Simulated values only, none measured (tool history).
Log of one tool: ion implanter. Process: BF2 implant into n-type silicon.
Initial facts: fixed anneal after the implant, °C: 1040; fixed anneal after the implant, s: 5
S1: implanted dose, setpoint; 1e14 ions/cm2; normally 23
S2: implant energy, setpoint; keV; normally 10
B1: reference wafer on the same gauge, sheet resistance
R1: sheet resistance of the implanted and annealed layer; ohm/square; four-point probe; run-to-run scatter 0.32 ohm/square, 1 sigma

run 1 day=0 | S1=23 S2=10 | B1=174.01 | R1=217.12
run 2 day=0.525 | S1=23 S2=10 | B1=173.98 | R1=216.77
run 3 day=1.421 | S1=23 S2=10 | B1=173.9 | R1=216.52
run 4 day=2.146 | S1=23 S2=10 | B1=173.91 | R1=217.03
run 5 day=2.758 | S1=23 S2=8 | B1=173.99 | R1=235.44
run 6 day=3.171 | S1=17.88 S2=7.5 | B1=173.97 | R1=244.64
run 7 day=3.825 | S1=23 S2=8.5 | B1=173.93 | R1=230.88
run 8 day=4.329 | S1=23 S2=8.5 | B1=174 | R1=230.42
run 9 day=4.946 | S1=23 S2=8.5 | B1=173.95 | R1=230.15
run 10 day=5.392 | S1=23 S2=10 | B1=173.88 | R1=216.61
run 11 day=5.879 | S1=23 S2=10 | B1=174.04 | R1=217.16
run 12 day=6.962 | S1=23 S2=10 | B1=174.14 | R1=216.94
run 13 day=7.442 | S1=23 S2=10 | B1=173.92 | R1=216.86
run 14 day=7.992 | S1=23 S2=10 | B1=173.84 | R1=216.43
run 15 day=8.262 | S1=17.04 S2=7 | B1=173.87 | R1=251.77
-- day=8.6 Faraday cup replaced and dose calibrated
run 16 day=8.621 | S1=26.58 S2=11.5 | B1=173.99 | R1=203.14
run 17 day=8.783 | S1=23 S2=10 | B1=174.07 | R1=216.54
run 18 day=9.15 | S1=17.65 S2=12.5 | B1=173.96 | R1=203.67
run 19 day=9.833 | S1=28.41 S2=7.5 | B1=173.91 | R1=238.44
run 20 day=10.308 | S1=20.69 S2=6.5 | B1=173.99 | R1=253.84
-- day=10.708 gauge calibrated
run 21 day=10.746 | S1=20.85 S2=7.5 | B1=173.96 | R1=242.28
-- day=11.429 extraction supply calibrated
run 22 day=11.45 | S1=23 S2=8 | B1=174.04 | R1=235.67
run 23 day=12.042 | S1=25.56 S2=11.5 | B1=174.06 | R1=202.8
run 24 day=12.454 | S1=25.57 S2=8 | B1=174.05 | R1=233.9
run 25 day=12.975 | S1=16.8 S2=8.5 | B1=174.04 | R1=236.4
run 26 day=13.525 | S1=18.44 S2=7.5 | B1=174.15 | R1=244.82
run 27 day=14.008 | S1=23 S2=10 | B1=174.05 | R1=216.77
run 28 day=15.083 | S1=23 S2=10 | B1=173.98 | R1=216.37

State the hidden condition of the tool at each of the runs:
deviation of the true dose from the Faraday cup's reading, %: 0 at every run
deviation of the true energy from its setpoint, %: 0 at every run
gauge reads high (%): 0 at every run
